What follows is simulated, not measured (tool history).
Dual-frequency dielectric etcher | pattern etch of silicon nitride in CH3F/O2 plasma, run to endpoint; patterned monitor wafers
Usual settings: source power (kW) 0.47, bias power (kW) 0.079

| run | hour | source power (kW) | bias power (kW) | wafers since the last listed run | hours since the last wet clean | hours since the last source power generator calibration | hours since the last bias power generator calibration | hours since the last upper electrode change | incoming incoming film thickness, nm | endpoint time (s) |
|---|---|---|---|---|---|---|---|---|---|---|
| 1 | 0 | 0.47 | 0.079 | 0 | 147.3 | 2796.3 | 1428.1 | 4268.2 | 62.4 | 59 |
| 2 | 49.1 | 0.51 | 0.087 | 328 | 196.4 | 2845.4 | 1477.2 | 4317.3 | 63 | 55.3 |
| 3 | 75.4 | 0.51 | 0.087 | 175 | 222.7 | 2871.7 | 1503.5 | 4343.6 | 62.5 | 54.5 |
| 4 | 96.2 | 0.44 | 0.079 | 139 | 243.5 | 2892.5 | 1524.3 | 4364.4 | 61.6 | 60.1 |
| 5 | 131.8 | 0.47 | 0.079 | 238 | 279.1 | 2928.1 | 1559.9 | 4400 | 62.7 | 59 |
| 6 | 151.9 | 0.47 | 0.064 | 134 | 299.2 | 2948.2 | 1580 | 4420.1 | 62.6 | 63.1 |
| 7 | 174 | 0.47 | 0.064 | 147 | 321.3 | 2970.3 | 1602.1 | 4442.2 | 62.3 | 62.5 |
| 8 | 201.4 | 0.47 | 0.085 | 183 | 348.7 | 2997.7 | 1629.5 | 4469.6 | 62.2 | 56.7 |
| 9 | 223.2 | 0.47 | 0.088 | 145 | 370.5 | 3019.5 | 1651.3 | 4491.4 | 62.3 | 56.2 |
| 10 | 256.2 | 0.47 | 0.088 | 220 | 403.5 | 3052.5 | 1684.3 | 4524.4 | 62.4 | 55.9 |
| 11 | 284.8 | 0.39 | 0.079 | 191 | 432.1 | 3081.1 | 1712.9 | 4553 | 61.8 | 63.9 |
| 12 | 302.2 | 0.39 | 0.079 | 116 | 449.5 | 3098.5 | 1730.3 | 4570.4 | 62.3 | 64.1 |
| 13 | 326.9 | 0.39 | 0.079 | 165 | 474.2 | 3123.2 | 1755 | 4595.1 | 61.7 | 63.7 |
| 14 | 341.8 | 0.47 | 0.063 | 99 | 489.1 | 3138.1 | 1769.9 | 4610 | 62.3 | 63.5 |
| 15 | 364.2 | 0.47 | 0.063 | 149 | 511.5 | 3160.5 | 1792.3 | 4632.4 | 62.4 | 63.4 |
| 16 | 398.4 | 0.47 | 0.063 | 228 | 545.7 | 3194.7 | 1826.5 | 4666.6 | 62.2 | 62.8 |
| 17 | 423.9 | 0.47 | 0.062 | 170 | 571.2 | 3220.2 | 1852 | 4692.1 | 63 | 64 |
| 18 | 441.7 | 0.47 | 0.079 | 119 | 589 | 3238 | 1869.8 | 4709.9 | 62.4 | 57.8 |
| 19 | 456.1 | 0.5 | 0.097 | 96 | 603.4 | 3252.4 | 1884.2 | 4724.3 | 61.5 | 51.1 |
|  | 460.4 | source power generator calibrated |
|  | 494.7 | upper electrode replaced, of another model than before |
|  | 496.6 | wet clean of the chamber |
| 20 | 497.1 | 0.57 | 0.092 | 74 | 0.5 | 36.7 | 1925.2 | 2.4 | 61.9 | 53.2 |
| 21 | 505.1 | 0.42 | 0.065 | 53 | 8.5 | 44.7 | 1933.2 | 10.4 | 61.9 | 63.3 |
|  | 513.7 | bias power generator calibrated |
| 22 | 540.6 | 0.41 | 0.061 | 210 | 44 | 80.2 | 26.9 | 45.9 | 62.8 | 65.6 |
| 23 | 554.3 | 0.39 | 0.062 | 91 | 57.7 | 93.9 | 40.6 | 59.6 | 63 | 66.6 |
| 24 | 626.1 | 0.55 | 0.072 | 480 | 129.5 | 165.7 | 112.4 | 131.4 | 61.6 | 56.6 |
| 25 | 654.9 | 0.36 | 0.079 | 192 | 158.3 | 194.5 | 141.2 | 160.2 | 62.4 | 64.2 |
| 26 | 673.9 | 0.55 | 0.072 | 127 | 177.3 | 213.5 | 160.2 | 179.2 | 62.1 | 56.7 |
| 27 | 699.7 | 0.47 | 0.067 | 172 | 203.1 | 239.3 | 186 | 205 | 62.2 | 60.9 |
| 28 | 715.3 | 0.58 | 0.059 | 104 | 218.7 | 254.9 | 201.6 | 220.6 | 62.2 | 58.4 |
| 29 | 738.7 | 0.42 | 0.079 | 156 | 242.1 | 278.3 | 225 | 244 | 62.2 | 60.4 |
| 30 | 751 | 0.42 | 0.079 | 82 | 254.4 | 290.6 | 237.3 | 256.3 | 62.5 | 60.6 |
| 31 | 772 | 0.41 | 0.079 | 140 | 275.4 | 311.6 | 258.3 | 277.3 | 62.4 | 61.1 |
| 32 | 800.2 | 0.54 | 0.091 | 188 | 303.6 | 339.8 | 286.5 | 305.5 | 62.8 | 54.3 |

How the hidden state differs across the entries between the runs, from the last listed run before each to the first after it:
Between runs 19 and 20: source power generator calibrated (hour 460.4); upper electrode replaced, of another model than before (hour 494.7); wet clean of the chamber (hour 496.6)
  etch rate over this chamber's usual, %: 2.27 -> 0.329
  measured less the result without the state, endpoint time (s): -1.1 -> -0.1
Between runs 21 and 22: bias power generator calibrated (hour 513.7)
  etch rate over this chamber's usual, %: 0.356 -> 0.478
  measured less the result without the state, endpoint time (s): -0.2 -> -0.3
